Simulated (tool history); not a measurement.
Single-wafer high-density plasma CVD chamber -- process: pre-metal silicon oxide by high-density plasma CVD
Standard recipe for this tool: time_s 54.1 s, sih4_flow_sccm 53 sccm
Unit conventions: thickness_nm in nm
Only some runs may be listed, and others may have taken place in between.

| run | day | time_s | sih4_flow_sccm | wafers since the last listed run | hours since the silane flow controller was replaced | hours since the gauge calibration | read-back reference wafer on the same gauge, thickness_nm | thickness_nm |
|---|---|---|---|---|---|---|---|---|
| 1 | 0.000 | 54.1 | 53 | 0 | 3428.3 | 620.4 | 229.024 | 254.114 |
|  | 2.579 | gauge calibrated |
| 2 | 2.783 | 54.1 | 53 | 1477 | 3495.1 | 4.9 | 229.113 | 255.768 |
| 3 | 4.842 | 54.1 | 53 | 1092 | 3544.5 | 54.3 | 229.067 | 253.539 |
| 4 | 7.554 | 54.1 | 53 | 1440 | 3609.6 | 119.4 | 229.219 | 254.133 |
| 5 | 8.600 | 54.1 | 53 | 555 | 3634.7 | 144.5 | 228.909 | 252.564 |
| 6 | 9.692 | 54.1 | 53 | 579 | 3660.9 | 170.7 | 228.988 | 255.234 |
| 7 | 11.988 | 54.1 | 53 | 1219 | 3716.0 | 225.8 | 228.946 | 254.596 |
| 8 | 14.604 | 54.1 | 53 | 1389 | 3778.8 | 288.6 | 229.105 | 254.590 |
| 9 | 17.767 | 54.1 | 53 | 1679 | 3854.7 | 364.5 | 228.809 | 252.547 |
| 10 | 20.508 | 54.1 | 53 | 1455 | 3920.5 | 430.3 | 229.261 | 253.051 |
| 11 | 21.729 | 57.8 | 53 | 648 | 3949.8 | 459.6 | 229.037 | 272.097 |
|  | 24.383 | silane flow controller replaced |
| 12 | 24.488 | 50.9 | 53 | 1287 | 2.5 | 525.8 | 229.112 | 254.211 |
| 13 | 26.400 | 50.9 | 53 | 1015 | 48.4 | 571.7 | 228.939 | 254.051 |
| 14 | 27.996 | 50.9 | 53 | 847 | 86.7 | 610.0 | 228.797 | 253.361 |
| 15 | 30.867 | 57.6 | 62 | 1524 | 155.6 | 678.9 | 229.002 | 328.391 |
|  | 32.308 | gauge calibrated |
| 16 | 32.508 | 58.3 | 43 | 871 | 195.0 | 4.8 | 229.064 | 241.080 |
| 17 | 35.229 | 63.2 | 45 | 1444 | 260.3 | 70.1 | 229.028 | 271.709 |
| 18 | 37.592 | 54.1 | 53 | 1254 | 317.0 | 126.8 | 228.905 | 265.684 |
| 19 | 38.662 | 54.1 | 53 | 568 | 342.7 | 152.5 | 228.860 | 266.264 |
| 20 | 39.746 | 54.1 | 53 | 575 | 368.7 | 178.5 | 229.137 | 266.811 |
| 21 | 42.683 | 44.5 | 47 | 1559 | 439.2 | 249.0 | 228.986 | 196.672 |
| 22 | 44.179 | 54.1 | 63 | 794 | 475.1 | 284.9 | 228.991 | 310.045 |
| 23 | 46.058 | 44.9 | 46 | 997 | 520.2 | 330.0 | 228.953 | 194.103 |
| 24 | 48.750 | 60.0 | 45 | 1429 | 584.8 | 394.6 | 229.139 | 254.949 |
| 25 | 50.858 | 45.0 | 49 | 1119 | 635.4 | 445.2 | 229.035 | 205.457 |
| 26 | 52.212 | 54.1 | 53 | 719 | 667.9 | 477.7 | 229.125 | 264.301 |
| 27 | 54.850 | 64.6 | 53 | 1400 | 731.2 | 541.0 | 228.988 | 314.828 |
| 28 | 57.192 | 54.1 | 59 | 1243 | 787.4 | 597.2 | 229.023 | 290.174 |

5 options for the next run, each taken on its own from the tool as it stands now. Forecast them:
| A | 57.208 | 54.1 | 53 | 8 | 787.8 | 597.6 | ? | ? |
| B | 57.208 | 49.5 | 53 | 8 | 787.8 | 597.6 | ? | ? |
| C | 57.208 | 60.2 | 44 | 8 | 787.8 | 597.6 | ? | ? |
| D | 57.208 | 48.5 | 47 | 8 | 787.8 | 597.6 | ? | ? |
| E | 57.208 | 54.1 | 43 | 8 | 787.8 | 597.6 | ? | ? |

| run | read-back reference wafer on the same gauge, thickness_nm | thickness_nm |
|---|---|---|
| A | 228.936 | 264.134 |
| B | 228.936 | 241.675 |
| C | 228.936 | 249.501 |
| D | 228.936 | 212.937 |
| E | 228.936 | 219.784 |
Had the tool no hidden state, the same runs would have come out as:
| run | thickness_nm |
|---|---|
| A | 272.094 |
| B | 248.958 |
| C | 257.019 |
| D | 219.354 |
| E | 226.407 |
